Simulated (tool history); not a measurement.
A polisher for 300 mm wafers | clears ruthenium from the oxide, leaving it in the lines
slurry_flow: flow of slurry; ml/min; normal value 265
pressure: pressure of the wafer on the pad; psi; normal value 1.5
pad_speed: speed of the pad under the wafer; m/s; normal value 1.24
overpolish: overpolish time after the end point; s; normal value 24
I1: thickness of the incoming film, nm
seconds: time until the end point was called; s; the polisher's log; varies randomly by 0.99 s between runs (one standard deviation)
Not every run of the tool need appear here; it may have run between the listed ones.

run 1 hour=0.0 | slurry_flow=265 pressure=1.5 pad_speed=1.24 overpolish=24 | I1=75.9 | seconds=71.8
-- hour=11.7 slurry nozzle cleaned
-- hour=106.0 head pressure recalibrated
-- hour=106.4 worn pad replaced by a new one
run 2 hour=106.9 | slurry_flow=265 pressure=1.5 pad_speed=1.24 overpolish=24 | I1=75.0 | seconds=56.8
run 3 hour=162.5 | slurry_flow=240 pressure=1.5 pad_speed=1.24 overpolish=24 | I1=74.9 | seconds=61.4
run 4 hour=197.0 | slurry_flow=265 pressure=1.5 pad_speed=1.24 overpolish=24 | I1=75.5 | seconds=61.8
run 5 hour=263.9 | slurry_flow=265 pressure=1.5 pad_speed=1.24 overpolish=24 | I1=74.9 | seconds=61.5
run 6 hour=309.8 | slurry_flow=265 pressure=1.5 pad_speed=1.24 overpolish=24 | I1=75.6 | seconds=63.8
-- hour=462.5 slurry nozzle cleaned
run 7 hour=501.8 | slurry_flow=265 pressure=1.5 pad_speed=1.24 overpolish=24 | I1=75.7 | seconds=69.2
-- hour=563.2 worn pad replaced by a new one
run 8 hour=563.7 | slurry_flow=265 pressure=1.5 pad_speed=1.24 overpolish=24 | I1=75.8 | seconds=62.5
run 9 hour=610.3 | slurry_flow=265 pressure=1.5 pad_speed=1.24 overpolish=24 | I1=74.9 | seconds=62.9
run 10 hour=673.5 | slurry_flow=265 pressure=1.5 pad_speed=1.24 overpolish=24 | I1=74.2 | seconds=62.9
-- hour=738.5 head pressure recalibrated
run 11 hour=747.4 | slurry_flow=265 pressure=1.5 pad_speed=1.24 overpolish=24 | I1=75.2 | seconds=62.3
run 12 hour=793.2 | slurry_flow=265 pressure=1.5 pad_speed=1.48 overpolish=24 | I1=74.0 | seconds=52.5
-- hour=881.3 slurry nozzle cleaned
run 13 hour=894.2 | slurry_flow=265 pressure=1.8 pad_speed=1.24 overpolish=24 | I1=74.6 | seconds=57.6
run 14 hour=956.8 | slurry_flow=265 pressure=1.8 pad_speed=1.24 overpolish=24 | I1=76.1 | seconds=58.9
-- hour=989.5 worn pad replaced by a new one
run 15 hour=1004.5 | slurry_flow=265 pressure=1.5 pad_speed=1.24 overpolish=24 | I1=76.4 | seconds=62.7
run 16 hour=1047.8 | slurry_flow=230 pressure=1.5 pad_speed=1.24 overpolish=24 | I1=75.1 | seconds=62.2
run 17 hour=1080.6 | slurry_flow=265 pressure=1.7 pad_speed=1.00 overpolish=38 | I1=75.5 | seconds=70.9
run 18 hour=1110.1 | slurry_flow=265 pressure=1.5 pad_speed=1.66 overpolish=24 | I1=74.1 | seconds=47.7
run 19 hour=1142.8 | slurry_flow=265 pressure=1.5 pad_speed=1.24 overpolish=24 | I1=75.2 | seconds=65.6
run 20 hour=1208.0 | slurry_flow=265 pressure=1.5 pad_speed=1.24 overpolish=24 | I1=75.0 | seconds=64.5
run 21 hour=1233.4 | slurry_flow=265 pressure=1.5 pad_speed=1.24 overpolish=20 | I1=75.6 | seconds=65.9
-- hour=1290.6 slurry nozzle cleaned
run 22 hour=1296.2 | slurry_flow=215 pressure=1.3 pad_speed=1.24 overpolish=24 | I1=75.0 | seconds=75.2
run 23 hour=1356.7 | slurry_flow=265 pressure=1.5 pad_speed=1.24 overpolish=24 | I1=74.6 | seconds=69.7
-- hour=1378.9 head pressure recalibrated
run 24 hour=1403.0 | slurry_flow=265 pressure=1.2 pad_speed=1.24 overpolish=24 | I1=73.8 | seconds=75.0
run 25 hour=1433.1 | slurry_flow=180 pressure=1.5 pad_speed=1.24 overpolish=24 | I1=75.2 | seconds=68.3
run 26 hour=1474.1 | slurry_flow=265 pressure=1.5 pad_speed=1.24 overpolish=24 | I1=74.7 | seconds=67.6
-- hour=1498.7 worn pad replaced by a new one
run 27 hour=1536.9 | slurry_flow=265 pressure=1.5 pad_speed=1.24 overpolish=24 | I1=73.5 | seconds=59.3
run 28 hour=1582.1 | slurry_flow=265 pressure=1.5 pad_speed=1.24 overpolish=24 | I1=75.3 | seconds=61.5
run 29 hour=1633.0 | slurry_flow=265 pressure=1.3 pad_speed=0.98 overpolish=19 | I1=73.8 | seconds=85.4
run 30 hour=1676.2 | slurry_flow=265 pressure=1.5 pad_speed=0.94 overpolish=34 | I1=74.8 | seconds=82.5
run 31 hour=1723.1 | slurry_flow=265 pressure=1.5 pad_speed=1.24 overpolish=24 | I1=74.7 | seconds=64.1
-- hour=1725.5 slurry nozzle cleaned
run 32 hour=1748.9 | slurry_flow=265 pressure=1.9 pad_speed=0.84 overpolish=24 | I1=73.9 | seconds=78.4
run 33 hour=1799.5 | slurry_flow=265 pressure=1.5 pad_speed=1.24 overpolish=24 | I1=75.0 | seconds=65.0
run 34 hour=1871.5 | slurry_flow=205 pressure=1.7 pad_speed=0.90 overpolish=31 | I1=73.9 | seconds=85.0
run 35 hour=1905.1 | slurry_flow=325 pressure=1.3 pad_speed=0.92 overpolish=19 | I1=75.5 | seconds=99.1

Alternative continuations, all from the tool just after run 35; predict every row:
run A hour=1905.5 | slurry_flow=360 pressure=1.5 pad_speed=1.24 overpolish=24 | I1=75.2 | seconds=?
run B hour=1905.5 | slurry_flow=265 pressure=1.6 pad_speed=1.24 overpolish=15 | I1=75.2 | seconds=?
run C hour=1905.5 | slurry_flow=350 pressure=1.9 pad_speed=1.68 overpolish=24 | I1=75.2 | seconds=?
run D hour=1905.5 | slurry_flow=355 pressure=1.5 pad_speed=1.24 overpolish=17 | I1=75.2 | seconds=?
run E hour=1905.5 | slurry_flow=265 pressure=1.9 pad_speed=1.24 overpolish=37 | I1=75.2 | seconds=?

run=A seconds=68.3
run=B seconds=66.5
run=C seconds=43.6
run=D seconds=68.4
run=E seconds=58.8
Had the tool no hidden state, the same runs would have come out as:
run=A seconds=57.0
run=B seconds=55.5
run=C seconds=36.4
run=D seconds=57.1
run=E seconds=49.1
